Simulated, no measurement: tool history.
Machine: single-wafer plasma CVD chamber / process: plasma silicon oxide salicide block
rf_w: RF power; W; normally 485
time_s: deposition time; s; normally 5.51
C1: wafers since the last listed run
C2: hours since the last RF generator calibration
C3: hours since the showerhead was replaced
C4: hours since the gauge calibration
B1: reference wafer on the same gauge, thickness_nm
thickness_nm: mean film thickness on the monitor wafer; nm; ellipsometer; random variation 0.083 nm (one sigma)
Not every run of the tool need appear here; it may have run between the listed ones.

{"run": 1, "day": 0.0, "rf_w": 485, "time_s": 4.65, "C1": 0, "C2": 1760.5, "C3": 2535.4, "C4": 27.6, "B1": 49.022, "thickness_nm": 46.964}
{"run": 2, "day": 0.592, "rf_w": 485, "time_s": 4.65, "C1": 442, "C2": 1774.7, "C3": 2549.6, "C4": 41.8, "B1": 49.019, "thickness_nm": 47.087}
{"run": 3, "day": 1.433, "rf_w": 485, "time_s": 4.65, "C1": 629, "C2": 1794.9, "C3": 2569.8, "C4": 62.0, "B1": 49.054, "thickness_nm": 47.112}
{"run": 4, "day": 2.829, "rf_w": 430, "time_s": 5.51, "C1": 1043, "C2": 1828.4, "C3": 2603.3, "C4": 95.5, "B1": 49.124, "thickness_nm": 54.521}
{"run": 5, "day": 4.108, "rf_w": 430, "time_s": 5.51, "C1": 956, "C2": 1859.1, "C3": 2634.0, "C4": 126.2, "B1": 49.109, "thickness_nm": 54.472}
{"run": 6, "day": 4.704, "rf_w": 430, "time_s": 5.51, "C1": 445, "C2": 1873.4, "C3": 2648.3, "C4": 140.5, "B1": 49.186, "thickness_nm": 54.59}
{"run": 7, "day": 5.904, "rf_w": 415, "time_s": 4.69, "C1": 896, "C2": 1902.2, "C3": 2677.1, "C4": 169.3, "B1": 49.233, "thickness_nm": 46.208}
{"run": 8, "day": 6.779, "rf_w": 485, "time_s": 5.51, "C1": 654, "C2": 1923.2, "C3": 2698.1, "C4": 190.3, "B1": 49.276, "thickness_nm": 55.921}
{"run": 9, "day": 7.517, "rf_w": 485, "time_s": 4.64, "C1": 551, "C2": 1940.9, "C3": 2715.8, "C4": 208.0, "B1": 49.316, "thickness_nm": 47.095}
{"run": 10, "day": 8.062, "rf_w": 485, "time_s": 5.51, "C1": 408, "C2": 1954.0, "C3": 2728.9, "C4": 221.1, "B1": 49.287, "thickness_nm": 55.984}
{"run": 11, "day": 8.942, "rf_w": 485, "time_s": 5.51, "C1": 657, "C2": 1975.1, "C3": 2750.0, "C4": 242.2, "B1": 49.344, "thickness_nm": 55.927}
{"day": 10.146, "done": "showerhead replaced"}
{"run": 12, "day": 10.167, "rf_w": 440, "time_s": 4.43, "C1": 666, "C2": 2004.5, "C3": 0.5, "C4": 271.6, "B1": 49.408, "thickness_nm": 44.337}
{"day": 10.525, "done": "gauge calibrated"}
{"run": 13, "day": 10.779, "rf_w": 485, "time_s": 5.51, "C1": 457, "C2": 2019.2, "C3": 15.2, "C4": 6.1, "B1": 49.007, "thickness_nm": 55.62}
{"run": 14, "day": 11.7, "rf_w": 485, "time_s": 5.51, "C1": 688, "C2": 2041.3, "C3": 37.3, "C4": 28.2, "B1": 49.048, "thickness_nm": 55.615}
{"day": 12.346, "done": "RF generator calibrated"}
{"run": 15, "day": 12.367, "rf_w": 485, "time_s": 5.19, "C1": 249, "C2": 0.5, "C3": 53.3, "C4": 44.2, "B1": 49.056, "thickness_nm": 52.308}
{"run": 16, "day": 13.183, "rf_w": 420, "time_s": 5.51, "C1": 610, "C2": 20.1, "C3": 72.9, "C4": 63.8, "B1": 49.142, "thickness_nm": 54.383}
{"run": 17, "day": 14.283, "rf_w": 485, "time_s": 5.51, "C1": 822, "C2": 46.5, "C3": 99.3, "C4": 90.2, "B1": 49.151, "thickness_nm": 55.684}
{"run": 18, "day": 14.9, "rf_w": 485, "time_s": 6.47, "C1": 460, "C2": 61.3, "C3": 114.1, "C4": 105.0, "B1": 49.2, "thickness_nm": 65.622}
{"run": 19, "day": 15.621, "rf_w": 530, "time_s": 4.8, "C1": 538, "C2": 78.6, "C3": 131.4, "C4": 122.3, "B1": 49.239, "thickness_nm": 49.467}
{"run": 20, "day": 16.988, "rf_w": 455, "time_s": 5.51, "C1": 1021, "C2": 111.4, "C3": 164.2, "C4": 155.1, "B1": 49.303, "thickness_nm": 55.283}
{"run": 21, "day": 17.929, "rf_w": 410, "time_s": 6.56, "C1": 703, "C2": 134.0, "C3": 186.8, "C4": 177.7, "B1": 49.331, "thickness_nm": 64.493}
{"run": 22, "day": 18.962, "rf_w": 515, "time_s": 4.91, "C1": 772, "C2": 158.8, "C3": 211.6, "C4": 202.5, "B1": 49.351, "thickness_nm": 50.459}
{"run": 23, "day": 20.275, "rf_w": 485, "time_s": 5.51, "C1": 981, "C2": 190.3, "C3": 243.1, "C4": 234.0, "B1": 49.407, "thickness_nm": 56.131}

Branching from run 23: 5 alternative next runs. What would each branch give?
{"run": "A", "day": 20.292, "rf_w": 485, "time_s": 5.11, "C1": 12, "C2": 190.7, "C3": 243.5, "C4": 234.4, "B1": "?", "thickness_nm": "?"}
{"run": "B", "day": 20.292, "rf_w": 485, "time_s": 5.09, "C1": 12, "C2": 190.7, "C3": 243.5, "C4": 234.4, "B1": "?", "thickness_nm": "?"}
{"run": "C", "day": 20.292, "rf_w": 390, "time_s": 4.51, "C1": 12, "C2": 190.7, "C3": 243.5, "C4": 234.4, "B1": "?", "thickness_nm": "?"}
{"run": "D", "day": 20.292, "rf_w": 525, "time_s": 5.51, "C1": 12, "C2": 190.7, "C3": 243.5, "C4": 234.4, "B1": "?", "thickness_nm": "?"}
{"run": "E", "day": 20.292, "rf_w": 540, "time_s": 5.51, "C1": 12, "C2": 190.7, "C3": 243.5, "C4": 234.4, "B1": "?", "thickness_nm": "?"}

run=A B1=49.406 thickness_nm=52.044
run=B B1=49.406 thickness_nm=51.840
run=C B1=49.406 thickness_nm=44.184
run=D B1=49.406 thickness_nm=56.963
run=E B1=49.406 thickness_nm=57.273
With no hidden state in the tool, these same runs would have given:
run=A thickness_nm=51.613
run=B thickness_nm=51.411
run=C thickness_nm=43.818
run=D thickness_nm=56.491
run=E thickness_nm=56.798
